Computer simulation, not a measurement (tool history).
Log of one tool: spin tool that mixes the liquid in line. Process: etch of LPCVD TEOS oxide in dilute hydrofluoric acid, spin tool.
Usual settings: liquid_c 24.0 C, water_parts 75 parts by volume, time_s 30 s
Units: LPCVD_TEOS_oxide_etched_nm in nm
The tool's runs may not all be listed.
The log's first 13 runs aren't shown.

run,hour,liquid_c,water_parts,time_s,"read-back film thickness of the LPCVD TEOS oxide reference wafer, read on the same gauge (nm)",LPCVD_TEOS_oxide_etched_nm
14,369.8,27.5,60,40,79.99,43.13
15,404.3,20.5,75,30,79.96,19.26
16,434.8,24.0,75,30,79.97,21.74
17,470.4,24.0,75,30,79.98,22.11
18,501.2,22.5,65,30,79.99,24.37
# hour 520.4: thermometer replaced
19,574.4,24.0,75,30,80.01,21.95
20,592.7,25.5,90,15,80.00,9.48
21,608.4,19.5,110,30,79.99,12.11
22,630.0,23.0,75,30,80.03,21.06
23,645.0,27.0,75,25,79.96,20.81
# hour 665.6: hydrofluoric acid flow meter replaced
24,701.8,24.0,95,25,80.01,15.21
25,718.7,20.5,95,25,79.99,13.27
26,750.1,24.0,75,30,79.96,23.57
27,782.9,24.0,50,30,80.02,36.49
28,801.4,19.0,90,45,79.99,23.09
29,816.5,24.0,75,30,80.02,23.52
30,841.8,24.0,75,30,79.97,23.56
31,872.2,21.0,110,15,80.00,6.78
32,886.9,29.0,75,45,79.97,42.57
33,903.6,24.0,75,30,80.02,23.20
34,926.7,27.5,50,50,79.98,68.83

3 ways to go on from here, each from the tool as it stands after run 34. What would each give?
A,927.1,24.0,75,30,?,?
B,927.1,24.0,105,30,?,?
C,927.1,25.5,75,45,?,?

run,"read-back film thickness of the LPCVD TEOS oxide reference wafer, read on the same gauge (nm)",LPCVD_TEOS_oxide_etched_nm
A,80.02,23.51
B,80.02,16.16
C,80.02,37.44
Without the tool's hidden state the same runs would have given:
run,LPCVD_TEOS_oxide_etched_nm
A,24.02
B,16.53
C,38.27
